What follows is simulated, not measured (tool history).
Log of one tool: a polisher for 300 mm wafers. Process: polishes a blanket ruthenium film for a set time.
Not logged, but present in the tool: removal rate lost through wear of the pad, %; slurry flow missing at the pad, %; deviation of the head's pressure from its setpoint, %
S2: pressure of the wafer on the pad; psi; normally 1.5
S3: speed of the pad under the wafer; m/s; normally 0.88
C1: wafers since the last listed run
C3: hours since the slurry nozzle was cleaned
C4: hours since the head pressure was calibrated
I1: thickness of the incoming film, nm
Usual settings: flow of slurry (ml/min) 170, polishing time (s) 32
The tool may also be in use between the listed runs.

Run 1, hour 0: usual settings but S3 0.96 m/s; C1 0; wafers polished on this pad 1293; C3 222.8; C4 1275.1; I1 352.8. Result: film removed (nm) 27.6.
Run 2, hour 27.1: usual settings; C1 257; wafers polished on this pad 1551; C3 249.9; C4 1302.2; I1 356.1. Result: film removed (nm) 26.9.
At hour 34.8: slurry nozzle cleaned.
Run 3, hour 58.7: usual settings; C1 290; wafers polished on this pad 1842; C3 23.9; C4 1333.8; I1 353.2. Result: film removed (nm) 26.8.
Run 4, hour 84.4: usual settings; C1 244; wafers polished on this pad 2086; C3 49.6; C4 1359.5; I1 349.5. Result: film removed (nm) 26.4.
Run 5, hour 109.9: usual settings but S2 1.8 psi, S3 0.76 m/s; C1 242; wafers polished on this pad 2328; C3 75.1; C4 1385; I1 351.2. Result: film removed (nm) 27.2.
Run 6, hour 131.6: usual settings but S2 1.8 psi, S3 0.76 m/s; C1 206; wafers polished on this pad 2534; C3 96.8; C4 1406.7; I1 344.7. Result: film removed (nm) 27.1.
At hour 151: worn pad replaced by a new one.
Run 7, hour 159.7: usual settings but S2 1.8 psi, S3 0.76 m/s; C1 229; wafers polished on this pad 83; C3 124.9; C4 1434.8; I1 350.3. Result: film removed (nm) 29.5.
Run 8, hour 181.5: usual settings; C1 207; wafers polished on this pad 290; C3 146.7; C4 1456.6; I1 345.6. Result: film removed (nm) 27.9.
Run 9, hour 194.9: usual settings; C1 127; wafers polished on this pad 417; C3 160.1; C4 1470; I1 348.8. Result: film removed (nm) 27.8.
Run 10, hour 230: usual settings; C1 333; wafers polished on this pad 751; C3 195.2; C4 1505.1; I1 349.3. Result: film removed (nm) 27.5.
Run 11, hour 258.1: usual settings; C1 267; wafers polished on this pad 1018; C3 223.3; C4 1533.2; I1 358.1. Result: film removed (nm) 27.6.
Run 12, hour 285: usual settings; C1 255; wafers polished on this pad 1273; C3 250.2; C4 1560.1; I1 352. Result: film removed (nm) 26.9.
At hour 297.8: slurry nozzle cleaned.
Run 13, hour 320.1: usual settings but flow of slurry (ml/min) 215, S2 1.1 psi; C1 324; wafers polished on this pad 1597; C3 22.3; C4 1595.2; I1 350. Result: film removed (nm) 23.5.
At hour 333.3: head pressure recalibrated.
Run 14, hour 349.2: usual settings but flow of slurry (ml/min) 190, S2 1.3 psi, S3 1.06 m/s, polishing time (s) 41; C1 257; wafers polished on this pad 1855; C3 51.4; C4 15.9; I1 345.3. Result: film removed (nm) 33.6.
At hour 374.2: worn pad replaced by a new one.
Run 15, hour 374.7: usual settings but S2 1.8 psi, S3 0.76 m/s; C1 204; wafers polished on this pad 4; C3 76.9; C4 41.4; I1 349.5. Result: film removed (nm) 27.8.
Run 16, hour 397.8: usual settings; C1 219; wafers polished on this pad 224; C3 100; C4 64.5; I1 347.8. Result: film removed (nm) 26.8.
Run 17, hour 422.3: usual settings but S2 1.9 psi, polishing time (s) 41; C1 232; wafers polished on this pad 456; C3 124.5; C4 89; I1 351.1. Result: film removed (nm) 39.2.
Run 18, hour 450: usual settings but flow of slurry (ml/min) 115, S2 1.7 psi, S3 0.68 m/s; C1 263; wafers polished on this pad 720; C3 152.2; C4 116.7; I1 351.4. Result: film removed (nm) 22.7.
Run 19, hour 463.6: usual settings but S3 1.06 m/s; C1 129; wafers polished on this pad 849; C3 165.8; C4 130.3; I1 351.2. Result: film removed (nm) 29.7.
Run 20, hour 479.3: usual settings but flow of slurry (ml/min) 120, S2 1.4 psi; C1 149; wafers polished on this pad 998; C3 181.5; C4 146; I1 349.6. Result: film removed (nm) 23.2.
Run 21, hour 498.2: usual settings but S3 0.72 m/s; C1 179; wafers polished on this pad 1178; C3 200.4; C4 164.9; I1 349.6. Result: film removed (nm) 23.3.
At hour 525.7: slurry nozzle cleaned.
Run 22, hour 556.7: usual settings; C1 546; wafers polished on this pad 1724; C3 31; C4 223.4; I1 349.2. Result: film removed (nm) 25.4.
Run 23, hour 571.7: usual settings but flow of slurry (ml/min) 190, S2 1.3 psi, S3 1.06 m/s, polishing time (s) 41; C1 142; wafers polished on this pad 1867; C3 46; C4 238.4; I1 349.2. Result: film removed (nm) 35.
Run 24, hour 602.6: usual settings but S3 0.62 m/s; C1 293; wafers polished on this pad 2160; C3 76.9; C4 269.3; I1 348.4. Result: film removed (nm) 21.
At hour 621: worn pad replaced by a new one.
Run 25, hour 631.7: usual settings but S2 2 psi; C1 238; wafers polished on this pad 101; C3 106; C4 298.4; I1 352.8. Result: film removed (nm) 33.1.
Run 26, hour 657.3: usual settings but S3 1.08 m/s; C1 243; wafers polished on this pad 344; C3 131.6; C4 324; I1 348.2. Result: film removed (nm) 31.1.
Run 27, hour 681.7: usual settings; C1 231; wafers polished on this pad 576; C3 156; C4 348.4; I1 346.6. Result: film removed (nm) 26.7.
Run 28, hour 715.1: usual settings but flow of slurry (ml/min) 120, S2 1.8 psi, S3 1.06 m/s, polishing time (s) 43; C1 317; wafers polished on this pad 894; C3 189.4; C4 381.8; I1 350.7. Result: film removed (nm) 41.
Run 29, hour 749.8: usual settings but flow of slurry (ml/min) 200, S2 1.2 psi; C1 329; wafers polished on this pad 1223; C3 224.1; C4 416.5; I1 353.1. Result: film removed (nm) 24.1.
Run 30, hour 783.5: usual settings but flow of slurry (ml/min) 200, S2 1.2 psi, S3 0.68 m/s, polishing time (s) 39; C1 320; wafers polished on this pad 1544; C3 257.8; C4 450.2; I1 353.5. Result: film removed (nm) 24.7.
Run 31, hour 802.6: usual settings but flow of slurry (ml/min) 195, S2 1.2 psi, polishing time (s) 22; C1 181; wafers polished on this pad 1725; C3 276.9; C4 469.3; I1 348.1. Result: film removed (nm) 16.2.
At hour 818.9: slurry nozzle cleaned.
Run 32, hour 828.6: usual settings; C1 237; wafers polished on this pad 1963; C3 9.7; C4 495.3; I1 347.4. Result: film removed (nm) 26.3.
Run 33, hour 843.6: usual settings but flow of slurry (ml/min) 195, S2 1.9 psi, polishing time (s) 36; C1 142; wafers polished on this pad 2105; C3 24.7; C4 510.3; I1 350.2. Result: film removed (nm) 34.6.
At hour 910.6: worn pad replaced by a new one.
Run 34, hour 950.2: usual settings but S2 1.1 psi, S3 0.8 m/s, polishing time (s) 24; C1 975; wafers polished on this pad 375; C3 131.3; C4 616.9; I1 345.8. Result: film removed (nm) 16.4.
Run 35, hour 973.7: usual settings; C1 223; wafers polished on this pad 599; C3 154.8; C4 640.4; I1 350.6. Result: film removed (nm) 27.1.
Run 36, hour 998.5: usual settings but flow of slurry (ml/min) 210, polishing time (s) 38; C1 235; wafers polished on this pad 834; C3 179.6; C4 665.2; I1 347.3. Result: film removed (nm) 32.8.
Run 37, hour 1018.1: usual settings but flow of slurry (ml/min) 215, S2 1.8 psi, polishing time (s) 29; C1 186; wafers polished on this pad 1021; C3 199.2; C4 684.8; I1 351.8. Result: film removed (nm) 28.

Selected run-to-run steps in film removed (nm), each split into two signed amounts: the part the tool would show with no hidden state at all (from settings, incoming material and random variation), and the remainder, which goes to the hidden state together with any gauge scatter not common to the measured and the hidden-state-free results:
Run 6 -> 7: worn pad replaced by a new one. film removed (nm) +2.4: hidden state +2.1, all else +0.3.
Run 13 -> 14: flow of slurry (ml/min) 215 -> 190, S2 1.1 -> 1.3, S3 0.88 -> 1.06, polishing time (s) 32 -> 41, head pressure recalibrated. film removed (nm) +10.1: hidden state -2.2, all else +12.3.
Run 14 -> 15: flow of slurry (ml/min) 190 -> 170, S2 1.3 -> 1.8, S3 1.06 -> 0.76, polishing time (s) 41 -> 32, worn pad replaced by a new one. film removed (nm) -5.8: hidden state +2.8, all else -8.6.
Run 17 -> 18: flow of slurry (ml/min) 170 -> 115, S2 1.9 -> 1.7, S3 0.88 -> 0.68, polishing time (s) 41 -> 32. film removed (nm) -16.5: hidden state +0.3, all else -16.8.
Run 28 -> 29: flow of slurry (ml/min) 120 -> 200, S2 1.8 -> 1.2, S3 1.06 -> 0.88, polishing time (s) 43 -> 32. film removed (nm) -16.9: hidden state +0.4, all else -17.3.
Run 33 -> 34: flow of slurry (ml/min) 195 -> 170, S2 1.9 -> 1.1, S3 0.88 -> 0.8, polishing time (s) 36 -> 24, worn pad replaced by a new one. film removed (nm) -18.2: hidden state +2.1, all else -20.3.
